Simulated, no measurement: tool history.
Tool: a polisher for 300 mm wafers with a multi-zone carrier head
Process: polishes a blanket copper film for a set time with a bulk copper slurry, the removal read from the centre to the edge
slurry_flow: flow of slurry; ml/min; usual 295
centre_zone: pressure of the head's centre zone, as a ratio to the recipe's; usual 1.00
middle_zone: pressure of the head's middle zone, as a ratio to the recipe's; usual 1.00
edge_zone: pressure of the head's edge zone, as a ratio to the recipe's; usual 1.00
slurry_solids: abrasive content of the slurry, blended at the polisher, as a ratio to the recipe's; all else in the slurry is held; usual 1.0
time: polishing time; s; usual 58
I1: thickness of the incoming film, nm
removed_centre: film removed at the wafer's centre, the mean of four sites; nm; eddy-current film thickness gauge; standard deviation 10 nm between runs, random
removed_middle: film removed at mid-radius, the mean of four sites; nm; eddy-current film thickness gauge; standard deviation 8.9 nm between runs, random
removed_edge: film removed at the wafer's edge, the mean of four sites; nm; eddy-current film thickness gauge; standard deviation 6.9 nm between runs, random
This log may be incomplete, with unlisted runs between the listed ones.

run 1 day=0.000 | slurry_flow=295 centre_zone=1.00 middle_zone=1.00 edge_zone=1.00 slurry_solids=1.0 time=58 | I1=4486.6 | removed_centre=703.2 removed_middle=689.3 removed_edge=720.1
-- day=2.125 centre zone pressure recalibrated
run 2 day=3.283 | slurry_flow=295 centre_zone=1.00 middle_zone=1.00 edge_zone=1.00 slurry_solids=1.0 time=58 | I1=4564.5 | removed_centre=728.5 removed_middle=694.4 removed_edge=712.6
run 3 day=4.450 | slurry_flow=295 centre_zone=1.00 middle_zone=1.00 edge_zone=1.00 slurry_solids=1.0 time=58 | I1=4577.4 | removed_centre=713.0 removed_middle=700.1 removed_edge=712.6
run 4 day=5.238 | slurry_flow=295 centre_zone=1.00 middle_zone=1.00 edge_zone=1.00 slurry_solids=1.0 time=58 | I1=4512.7 | removed_centre=702.4 removed_middle=710.7 removed_edge=715.0
run 5 day=6.488 | slurry_flow=295 centre_zone=0.90 middle_zone=1.00 edge_zone=1.00 slurry_solids=1.0 time=67 | I1=4601.6 | removed_centre=729.8 removed_middle=806.5 removed_edge=816.2
-- day=7.754 worn pad replaced by a new one
run 6 day=7.775 | slurry_flow=270 centre_zone=1.00 middle_zone=1.00 edge_zone=1.00 slurry_solids=1.0 time=58 | I1=4516.2 | removed_centre=701.3 removed_middle=691.9 removed_edge=696.3
run 7 day=8.525 | slurry_flow=295 centre_zone=1.00 middle_zone=1.00 edge_zone=1.00 slurry_solids=0.9 time=58 | I1=4625.7 | removed_centre=686.2 removed_middle=673.4 removed_edge=697.4
run 8 day=9.912 | slurry_flow=295 centre_zone=1.00 middle_zone=1.00 edge_zone=1.00 slurry_solids=1.0 time=74 | I1=4516.4 | removed_centre=925.3 removed_middle=889.0 removed_edge=904.4
-- day=10.225 slurry nozzle cleaned
run 9 day=11.012 | slurry_flow=295 centre_zone=1.00 middle_zone=0.94 edge_zone=0.92 slurry_solids=1.0 time=58 | I1=4545.6 | removed_centre=716.6 removed_middle=669.1 removed_edge=695.3
run 10 day=12.392 | slurry_flow=295 centre_zone=1.00 middle_zone=1.00 edge_zone=1.00 slurry_solids=1.0 time=58 | I1=4532.1 | removed_centre=720.6 removed_middle=686.2 removed_edge=711.7
-- day=12.975 carrier head's membrane replaced by a new one
run 11 day=13.704 | slurry_flow=355 centre_zone=1.09 middle_zone=1.00 edge_zone=1.00 slurry_solids=1.0 time=58 | I1=4595.3 | removed_centre=790.4 removed_middle=731.1 removed_edge=720.3

What will run 12 give?
run 12 day=14.883 | slurry_flow=295 centre_zone=0.96 middle_zone=1.00 edge_zone=1.00 slurry_solids=1.0 time=58 | I1=4536.5 | removed_centre=? removed_middle=? removed_edge=?

{"run 12": {"removed_centre": 672.4, "removed_middle": 694.9, "removed_edge": 700.8}}
Had the tool carried no hidden state, the very same run would have given removed_centre 672.4 nm, removed_middle 694.9 nm, removed_edge 700.8 nm.

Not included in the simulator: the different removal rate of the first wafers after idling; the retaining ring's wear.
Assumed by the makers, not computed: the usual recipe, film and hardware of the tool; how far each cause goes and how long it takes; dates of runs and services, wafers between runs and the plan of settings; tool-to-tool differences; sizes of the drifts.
